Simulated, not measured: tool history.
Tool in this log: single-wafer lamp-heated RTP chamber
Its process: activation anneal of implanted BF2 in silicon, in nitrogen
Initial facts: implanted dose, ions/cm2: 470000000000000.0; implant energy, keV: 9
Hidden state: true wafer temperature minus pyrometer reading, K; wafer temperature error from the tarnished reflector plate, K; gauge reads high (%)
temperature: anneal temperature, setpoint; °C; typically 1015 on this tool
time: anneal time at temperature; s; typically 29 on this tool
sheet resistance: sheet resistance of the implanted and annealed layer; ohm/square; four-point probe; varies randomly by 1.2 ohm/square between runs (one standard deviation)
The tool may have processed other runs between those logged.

run     day  temperature  time  wafers since the last listed run  wafers since the last pyrometer calibration  wafers since the reflector plate was cleaned  hours since the gauge calibration  read-back reference wafer on the same gauge, sheet resistance  sheet resistance
  1       0         1015    29                                 0                                         3419                                         10326                                491                                                         355.83            323.63
  2   0.704         1015    29                               208                                         3627                                         10534                              507.9                                                         356.09            324.34
  3   3.788         1015    29                               912                                         4539                                         11446                              581.9                                                         356.25            321.84
  4   4.471         1000    29                               202                                         4741                                         11648                              598.3                                                         355.78            344.56
  5   5.454         1000    29                               290                                         5032                                         11939                              621.9                                                         356.07            342.02
  6    6.65         1015    29                               353                                         5386                                         12293                              650.6                                                         355.69             321.3
  7   7.271         1015    20                               183                                         5570                                         12477                              665.5                                                            356             332.7
  8    8.35         1015    20                               319                                         5889                                         12796                              691.4                                                         356.05            333.53
  9   9.267         1015    29                               271                                         6160                                         13067                              713.4                                                         356.26             318.2
     10.454  -- pyrometer window cleaned and pyrometer calibrated
     10.633  -- reflector plate cleaned
 10  10.654         1015    29                               258                                            6                                             6                              746.7                                                         355.85            347.02
 11  11.121         1015    29                               138                                          144                                           144                              757.9                                                         356.08            346.47
     12.279  -- gauge calibrated
 12  12.425         1015    29                               385                                          530                                           530                                3.5                                                         356.15            343.23
 13  13.388         1030    29                               284                                          814                                           814                               26.6                                                         355.67            320.97
 14  14.004         1015    29                               182                                          997                                           997                               41.4                                                         355.95            343.38
 15  14.908         1015    29                               267                                         1264                                          1264                               63.1                                                         356.18            342.81
 16  15.458         1036    46                               162                                         1427                                          1427                               76.3                                                         355.92            295.19
 17  16.762         1015    29                               385                                         1813                                          1813                              107.6                                                         356.33            337.47
 18  17.912         1015    29                               340                                         2153                                          2153                              135.2                                                         355.87            338.62
 19  18.554          998    44                               189                                         2343                                          2343                              150.6                                                         356.52            342.87
 20  19.362         1015    38                               239                                         2582                                          2582                                170                                                         356.47            326.83
 21  20.012         1043    29                               192                                         2774                                          2774                              185.6                                                         356.11            299.43
 22  20.754          986    43                               219                                         2994                                          2994                              203.4                                                          356.2             353.6
 23  22.188         1015    29                               424                                         3418                                          3418                              237.8                                                         356.11            332.68
 24  22.871         1040    17                               202                                         3620                                          3620                              254.2                                                         356.12            321.92
 25  24.179          986    24                               387                                         4007                                          4007                              285.6                                                         356.13            372.41
 26  24.908          989    13                               215                                         4223                                          4223                              303.1                                                         355.89            389.37
 27  25.467         1015    29                               165                                         4388                                          4388                              316.5                                                         356.39            333.37
 28    26.8          987    38                               394                                         4782                                          4782                              348.5                                                         355.99            354.74

Difference, measured minus no-hidden-state, one row per run. Run-to-run variation is common to both terms; the gauge's own scatter need not be:
run  sheet resistance
  1            -22.64
  2             -23.4
  3            -25.99
  4            -19.97
  5            -20.47
  6            -28.24
  7            -25.19
  8            -25.96
  9             -29.9
 10             -1.15
 11             -1.94
 12                -4
 13             -7.11
 14             -6.27
 15             -7.44
 16             -8.68
 17             -9.45
 18            -10.64
 19              -9.8
 20            -12.62
 21            -11.12
 22            -12.79
 23            -13.81
 24            -13.38
 25            -18.61
 26            -23.39
 27            -15.76
 28            -15.34

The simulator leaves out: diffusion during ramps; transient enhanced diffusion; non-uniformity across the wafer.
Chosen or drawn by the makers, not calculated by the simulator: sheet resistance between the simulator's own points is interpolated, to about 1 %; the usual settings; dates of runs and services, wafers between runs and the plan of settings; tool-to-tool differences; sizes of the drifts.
